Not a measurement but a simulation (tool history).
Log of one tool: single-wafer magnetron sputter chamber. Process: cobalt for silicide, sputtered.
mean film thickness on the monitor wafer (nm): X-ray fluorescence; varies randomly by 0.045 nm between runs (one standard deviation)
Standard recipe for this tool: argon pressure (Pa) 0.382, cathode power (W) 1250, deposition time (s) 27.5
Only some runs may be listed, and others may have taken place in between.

| run | hour | argon pressure (Pa) | cathode power (W) | deposition time (s) | wafers since the last listed run | wafers on the sputter target | hours since the last manometer calibration | hours since the magnet pack was replaced | hours since the gauge calibration | read-back reference wafer on the same gauge, thickness_nm | mean film thickness on the monitor wafer (nm) |
|---|---|---|---|---|---|---|---|---|---|---|---|
| 1 | 0 | 0.382 | 1250 | 27.5 | 0 | 980 | 2825.7 | 8450.7 | 245.4 | 13.408 | 16.653 |
| 2 | 11.1 | 0.382 | 1250 | 25.5 | 331 | 1312 | 2836.8 | 8461.8 | 256.5 | 13.39 | 15.432 |
| 3 | 26.8 | 0.382 | 1250 | 25.5 | 469 | 1781 | 2852.5 | 8477.5 | 272.2 | 13.402 | 15.421 |
| 4 | 39.9 | 0.382 | 1250 | 27.5 | 391 | 2172 | 2865.6 | 8490.6 | 285.3 | 13.406 | 16.666 |
| 5 | 48.5 | 0.382 | 1250 | 27.5 | 256 | 2429 | 2874.2 | 8499.2 | 293.9 | 13.404 | 16.602 |
| 6 | 63.9 | 0.382 | 1250 | 27.5 | 460 | 2889 | 2889.6 | 8514.6 | 309.3 | 13.391 | 16.684 |
| 7 | 80.9 | 0.382 | 1000 | 27.5 | 507 | 3397 | 2906.6 | 8531.6 | 326.3 | 13.397 | 13.734 |
| 8 | 98.9 | 0.477 | 1250 | 31.4 | 537 | 3934 | 2924.6 | 8549.6 | 344.3 | 13.394 | 18.548 |
| 9 | 105 | 0.477 | 1250 | 31.4 | 182 | 4117 | 2930.7 | 8555.7 | 350.4 | 13.402 | 18.508 |
| 10 | 111.9 | 0.292 | 1250 | 27.5 | 206 | 4323 | 2937.6 | 8562.6 | 357.3 | 13.401 | 17.01 |
| 11 | 118.5 | 0.382 | 1200 | 27.5 | 197 | 4520 | 2944.2 | 8569.2 | 363.9 | 13.405 | 16.107 |
| 12 | 126.9 | 0.382 | 1200 | 27.5 | 250 | 4771 | 2952.6 | 8577.6 | 372.3 | 13.391 | 16.031 |
|  | 142.9 | sputter target and shields replaced |
| 13 | 143.4 | 0.382 | 1200 | 27.5 | 253 | 13 | 2969.1 | 8594.1 | 388.8 | 13.398 | 16.031 |
| 14 | 146.5 | 0.382 | 1250 | 27.5 | 92 | 106 | 2972.2 | 8597.2 | 391.9 | 13.406 | 16.614 |
| 15 | 160.3 | 0.382 | 1250 | 27.5 | 412 | 518 | 2986 | 8611 | 405.7 | 13.405 | 16.652 |
| 16 | 167.6 | 0.382 | 1450 | 24.5 | 218 | 736 | 2993.3 | 8618.3 | 413 | 13.404 | 16.786 |
| 17 | 177.2 | 0.325 | 1350 | 29.7 | 286 | 1023 | 3002.9 | 8627.9 | 422.6 | 13.395 | 19.527 |
| 18 | 230.4 | 0.382 | 1400 | 27.5 | 1589 | 2612 | 3056.1 | 8681.1 | 475.8 | 13.397 | 18.373 |
|  | 248.3 | magnet pack replaced |
| 19 | 248.8 | 0.466 | 1500 | 23 | 310 | 2923 | 3074.5 | 0.5 | 494.2 | 13.407 | 15.905 |
| 20 | 287 | 0.271 | 1250 | 25.5 | 1141 | 4064 | 3112.7 | 38.7 | 532.4 | 13.397 | 15.932 |
|  | 308.4 | sputter target and shields replaced |
| 21 | 308.9 | 0.382 | 1250 | 29 | 415 | 14 | 3134.6 | 60.6 | 554.3 | 13.402 | 17.547 |
| 22 | 311 | 0.382 | 1250 | 27.5 | 62 | 77 | 3136.7 | 62.7 | 556.4 | 13.408 | 16.562 |
|  | 311.2 | gauge calibrated |
| 23 | 320.8 | 0.258 | 1250 | 24.3 | 292 | 370 | 3146.5 | 72.5 | 9.6 | 13.407 | 15.17 |
|  | 338 | capacitance manometer re-zeroed and calibrated |
| 24 | 338.5 | 0.382 | 1250 | 27.5 | 289 | 660 | 0.5 | 90.2 | 27.3 | 13.405 | 16.626 |
| 25 | 338.9 | 0.325 | 1050 | 31.2 | 11 | 672 | 0.9 | 90.6 | 27.7 | 13.391 | 16.431 |
| 26 | 350.8 | 0.518 | 1400 | 29.4 | 355 | 1027 | 12.8 | 102.5 | 39.6 | 13.401 | 18.853 |
| 27 | 357.5 | 0.477 | 1250 | 31.4 | 200 | 1227 | 19.5 | 109.2 | 46.3 | 13.403 | 18.528 |
| 28 | 370.5 | 0.326 | 1350 | 25.6 | 388 | 1616 | 32.5 | 122.2 | 59.3 | 13.403 | 16.755 |
| 29 | 379.6 | 0.325 | 1350 | 29.7 | 271 | 1887 | 41.6 | 131.3 | 68.4 | 13.39 | 19.407 |
| 30 | 423.6 | 0.382 | 1550 | 30.2 | 1314 | 3202 | 85.6 | 175.3 | 112.4 | 13.395 | 22.043 |

What the log doesn't show, run by run:
deposition rate above that of a new target (%): 0 on each run
true argon pressure above the setpoint (%): 0 on each run
gauge reads high (%): 0 on each run
